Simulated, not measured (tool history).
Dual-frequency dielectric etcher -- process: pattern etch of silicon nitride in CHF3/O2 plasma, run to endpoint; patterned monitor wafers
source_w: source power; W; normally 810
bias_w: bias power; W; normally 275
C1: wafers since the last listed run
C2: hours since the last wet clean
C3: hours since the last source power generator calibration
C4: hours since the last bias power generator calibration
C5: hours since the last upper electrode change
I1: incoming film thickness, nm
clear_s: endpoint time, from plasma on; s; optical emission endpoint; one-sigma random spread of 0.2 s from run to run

{"run": 1, "hour": 0.0, "source_w": 810, "bias_w": 275, "C1": 0, "C2": 292.9, "C3": 1380.5, "C4": 1931.9, "C5": 4163.6, "I1": 104.5, "clear_s": 52.7}
{"run": 2, "hour": 113.0, "source_w": 810, "bias_w": 303, "C1": 877, "C2": 405.9, "C3": 1493.5, "C4": 2044.9, "C5": 4276.6, "I1": 103.2, "clear_s": 49.9}
{"run": 3, "hour": 184.5, "source_w": 810, "bias_w": 303, "C1": 555, "C2": 477.4, "C3": 1565, "C4": 2116.4, "C5": 4348.1, "I1": 104.7, "clear_s": 50.8}
{"run": 4, "hour": 243.1, "source_w": 810, "bias_w": 303, "C1": 454, "C2": 536, "C3": 1623.6, "C4": 2175, "C5": 4406.7, "I1": 103.5, "clear_s": 49.7}
{"run": 5, "hour": 295.0, "source_w": 930, "bias_w": 275, "C1": 402, "C2": 587.9, "C3": 1675.5, "C4": 2226.9, "C5": 4458.6, "I1": 105.1, "clear_s": 49.9}
{"run": 6, "hour": 398.0, "source_w": 930, "bias_w": 275, "C1": 799, "C2": 690.9, "C3": 1778.5, "C4": 2329.9, "C5": 4561.6, "I1": 103.2, "clear_s": 48.9}
{"hour": 440.1, "done": "wet clean of the chamber"}
{"run": 7, "hour": 485.2, "source_w": 930, "bias_w": 275, "C1": 490, "C2": 45.1, "C3": 1865.7, "C4": 2417.1, "C5": 4648.8, "I1": 103.9, "clear_s": 51}
{"run": 8, "hour": 591.5, "source_w": 670, "bias_w": 275, "C1": 825, "C2": 151.4, "C3": 1972, "C4": 2523.4, "C5": 4755.1, "I1": 103.6, "clear_s": 56.7}
{"run": 9, "hour": 679.5, "source_w": 670, "bias_w": 275, "C1": 683, "C2": 239.4, "C3": 2060, "C4": 2611.4, "C5": 4843.1, "I1": 102.7, "clear_s": 56}
{"run": 10, "hour": 755.9, "source_w": 670, "bias_w": 275, "C1": 593, "C2": 315.8, "C3": 2136.4, "C4": 2687.8, "C5": 4919.5, "I1": 103.5, "clear_s": 55.9}
{"run": 11, "hour": 814.4, "source_w": 810, "bias_w": 275, "C1": 454, "C2": 374.3, "C3": 2194.9, "C4": 2746.3, "C5": 4978, "I1": 104, "clear_s": 52.6}
{"run": 12, "hour": 898.1, "source_w": 810, "bias_w": 275, "C1": 649, "C2": 458, "C3": 2278.6, "C4": 2830, "C5": 5061.7, "I1": 103.4, "clear_s": 52.4}
{"run": 13, "hour": 969.5, "source_w": 810, "bias_w": 305, "C1": 554, "C2": 529.4, "C3": 2350, "C4": 2901.4, "C5": 5133.1, "I1": 104.5, "clear_s": 50.5}
{"hour": 1025.9, "done": "source power generator calibrated"}
{"run": 14, "hour": 1032.1, "source_w": 870, "bias_w": 275, "C1": 454, "C2": 592, "C3": 6.2, "C4": 2964, "C5": 5195.7, "I1": 103.6, "clear_s": 51.7}
{"run": 15, "hour": 1115.5, "source_w": 890, "bias_w": 246, "C1": 647, "C2": 675.4, "C3": 89.6, "C4": 3047.4, "C5": 5279.1, "I1": 102.6, "clear_s": 52.8}
{"run": 16, "hour": 1194.4, "source_w": 810, "bias_w": 275, "C1": 612, "C2": 754.3, "C3": 168.5, "C4": 3126.3, "C5": 5358, "I1": 104.4, "clear_s": 52.6}
{"run": 17, "hour": 1255.3, "source_w": 860, "bias_w": 324, "C1": 472, "C2": 815.2, "C3": 229.4, "C4": 3187.2, "C5": 5418.9, "I1": 102.6, "clear_s": 47.5}
{"hour": 1324.7, "done": "wet clean of the chamber"}
{"run": 18, "hour": 1337.9, "source_w": 710, "bias_w": 275, "C1": 454, "C2": 13.2, "C3": 312, "C4": 3269.8, "C5": 5501.5, "I1": 104.1, "clear_s": 56.8}
{"run": 19, "hour": 1430.7, "source_w": 710, "bias_w": 275, "C1": 720, "C2": 106, "C3": 404.8, "C4": 3362.6, "C5": 5594.3, "I1": 104.7, "clear_s": 56.4}
{"run": 20, "hour": 1498.1, "source_w": 960, "bias_w": 315, "C1": 523, "C2": 173.4, "C3": 472.2, "C4": 3430, "C5": 5661.7, "I1": 103.6, "clear_s": 47.8}
{"hour": 1540.5, "done": "upper electrode replaced"}
{"run": 21, "hour": 1604.9, "source_w": 810, "bias_w": 275, "C1": 642, "C2": 280.2, "C3": 579, "C4": 3536.8, "C5": 64.4, "I1": 103.7, "clear_s": 53}
{"run": 22, "hour": 1687.1, "source_w": 810, "bias_w": 275, "C1": 638, "C2": 362.4, "C3": 661.2, "C4": 3619, "C5": 146.6, "I1": 104.3, "clear_s": 52.9}
{"run": 23, "hour": 1776.9, "source_w": 930, "bias_w": 302, "C1": 697, "C2": 452.2, "C3": 751, "C4": 3708.8, "C5": 236.4, "I1": 103.7, "clear_s": 48.2}
{"run": 24, "hour": 1871.5, "source_w": 810, "bias_w": 310, "C1": 734, "C2": 546.8, "C3": 845.6, "C4": 3803.4, "C5": 331, "I1": 103.7, "clear_s": 49.7}
{"hour": 2039.6, "done": "bias power generator calibrated"}
{"run": 25, "hour": 2136.3, "source_w": 1010, "bias_w": 314, "C1": 2024, "C2": 811.6, "C3": 1110.4, "C4": 96.7, "C5": 595.8, "I1": 103.7, "clear_s": 45.2}
{"hour": 2232.4, "done": "wet clean of the chamber"}
{"run": 26, "hour": 2234.7, "source_w": 810, "bias_w": 245, "C1": 577, "C2": 2.3, "C3": 1208.8, "C4": 195.1, "C5": 694.2, "I1": 103.3, "clear_s": 55.3}
{"run": 27, "hour": 2277.7, "source_w": 670, "bias_w": 275, "C1": 333, "C2": 45.3, "C3": 1251.8, "C4": 238.1, "C5": 737.2, "I1": 103.6, "clear_s": 56.7}
{"run": 28, "hour": 2545.1, "source_w": 640, "bias_w": 306, "C1": 2076, "C2": 312.7, "C3": 1519.2, "C4": 505.5, "C5": 1004.6, "I1": 104.1, "clear_s": 54.9}
{"run": 29, "hour": 2604.6, "source_w": 630, "bias_w": 339, "C1": 461, "C2": 372.2, "C3": 1578.7, "C4": 565, "C5": 1064.1, "I1": 104.2, "clear_s": 53.2}
{"run": 30, "hour": 2682.4, "source_w": 620, "bias_w": 340, "C1": 604, "C2": 450, "C3": 1656.5, "C4": 642.8, "C5": 1141.9, "I1": 103.9, "clear_s": 53}
{"run": 31, "hour": 2775.6, "source_w": 680, "bias_w": 275, "C1": 723, "C2": 543.2, "C3": 1749.7, "C4": 736, "C5": 1235.1, "I1": 104.1, "clear_s": 55.4}
{"run": 32, "hour": 2813.2, "source_w": 810, "bias_w": 302, "C1": 291, "C2": 580.8, "C3": 1787.3, "C4": 773.6, "C5": 1272.7, "I1": 104.4, "clear_s": 50.6}
{"run": 33, "hour": 2879.4, "source_w": 1000, "bias_w": 311, "C1": 513, "C2": 647, "C3": 1853.5, "C4": 839.8, "C5": 1338.9, "I1": 104.5, "clear_s": 46}
{"hour": 2907.9, "done": "wet clean of the chamber"}
{"run": 34, "hour": 2958.4, "source_w": 900, "bias_w": 247, "C1": 427, "C2": 50.5, "C3": 1932.5, "C4": 918.8, "C5": 1417.9, "I1": 104.4, "clear_s": 53.7}
{"run": 35, "hour": 3043.7, "source_w": 680, "bias_w": 252, "C1": 662, "C2": 135.8, "C3": 2017.8, "C4": 1004.1, "C5": 1503.2, "I1": 104.6, "clear_s": 59.6}

Run-by-run hidden state of the tool:
bias power that arrives over what is set, %: 0, the same for each run
H1: etch rate over this chamber's usual, %
H2: source power that arrives over what is set, %
run=1 H1=1.51 H2=5.02
run=2 H1=2.03 H2=5.15
run=3 H1=2.35 H2=5.23
run=4 H1=2.62 H2=5.29
run=5 H1=2.86 H2=5.34
run=6 H1=3.33 H2=5.43
run=7 H1=-0.634 H2=5.49
run=8 H1=-0.149 H2=5.57
run=9 H1=0.252 H2=5.62
run=10 H1=0.6 H2=5.67
run=11 H1=0.867 H2=5.7
run=12 H1=1.25 H2=5.74
run=13 H1=1.57 H2=5.77
run=14 H1=1.86 H2=-0.209
run=15 H1=2.24 H2=0.249
run=16 H1=2.6 H2=0.646
run=17 H1=2.88 H2=0.929
run=18 H1=-0.0109 H2=1.28
run=19 H1=0.412 H2=1.65
run=20 H1=0.719 H2=1.89
run=21 H1=1.21 H2=2.24
run=22 H1=1.58 H2=2.48
run=23 H1=1.99 H2=2.72
run=24 H1=2.42 H2=2.94
run=25 H1=3.63 H2=3.47
run=26 H1=-0.149 H2=3.63
run=27 H1=0.0474 H2=3.69
run=28 H1=1.27 H2=4.03
run=29 H1=1.54 H2=4.09
run=30 H1=1.89 H2=4.17
run=31 H1=2.32 H2=4.25
run=32 H1=2.49 H2=4.28
run=33 H1=2.79 H2=4.33
run=34 H1=-0.305 H2=4.39
run=35 H1=0.0834 H2=4.45

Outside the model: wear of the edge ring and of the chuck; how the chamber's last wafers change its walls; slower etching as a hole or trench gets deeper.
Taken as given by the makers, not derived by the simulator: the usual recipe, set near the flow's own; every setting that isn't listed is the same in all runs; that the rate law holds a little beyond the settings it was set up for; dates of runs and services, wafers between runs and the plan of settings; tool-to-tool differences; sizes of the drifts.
